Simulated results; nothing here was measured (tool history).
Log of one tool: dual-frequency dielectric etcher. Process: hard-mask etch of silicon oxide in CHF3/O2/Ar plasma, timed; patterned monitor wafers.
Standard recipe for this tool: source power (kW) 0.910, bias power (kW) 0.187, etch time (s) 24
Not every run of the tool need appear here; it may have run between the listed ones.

run,day,source power (kW),bias power (kW),etch time (s),wafers since the last listed run,hours since the last wet clean,hours since the last source power generator calibration,hours since the last bias power generator calibration,hours since the last upper electrode change,hours since the gauge calibration,"read-back reference wafer on the same gauge, depth_nm",mean etch depth across the wafer (Å)
1,0.000,0.910,0.205,24,0,355.1,1612.8,3672.1,5149.9,217.2,46.0,507
2,1.192,0.910,0.172,24,436,383.7,1641.4,3700.7,5178.5,245.8,46.0,489
3,3.325,0.910,0.172,24,781,434.9,1692.6,3751.9,5229.7,297.0,46.1,488
4,6.288,0.910,0.172,24,1085,506.0,1763.7,3823.0,5300.8,368.1,46.0,487
5,8.942,0.910,0.187,24,972,569.7,1827.4,3886.7,5364.5,431.8,46.0,496
# day 10.804: wet clean of the chamber
6,11.083,0.910,0.187,24,418,6.7,1878.8,3938.1,5415.9,483.2,46.1,482
# day 11.708: source power generator calibrated
7,12.525,0.910,0.187,24,467,41.3,19.6,3972.7,5450.5,517.8,46.0,481

Run 8 has not been measured yet. What should we expect?
8,13.817,0.910,0.187,24,473,72.3,50.6,4003.7,5481.5,548.8,?,?

read-back reference wafer on the same gauge, depth_nm: 46.0
mean etch depth across the wafer (Å): 481
On a tool with no hidden condition, and with the same random variation, this run would have come out at mean etch depth across the wafer (Å) 506.
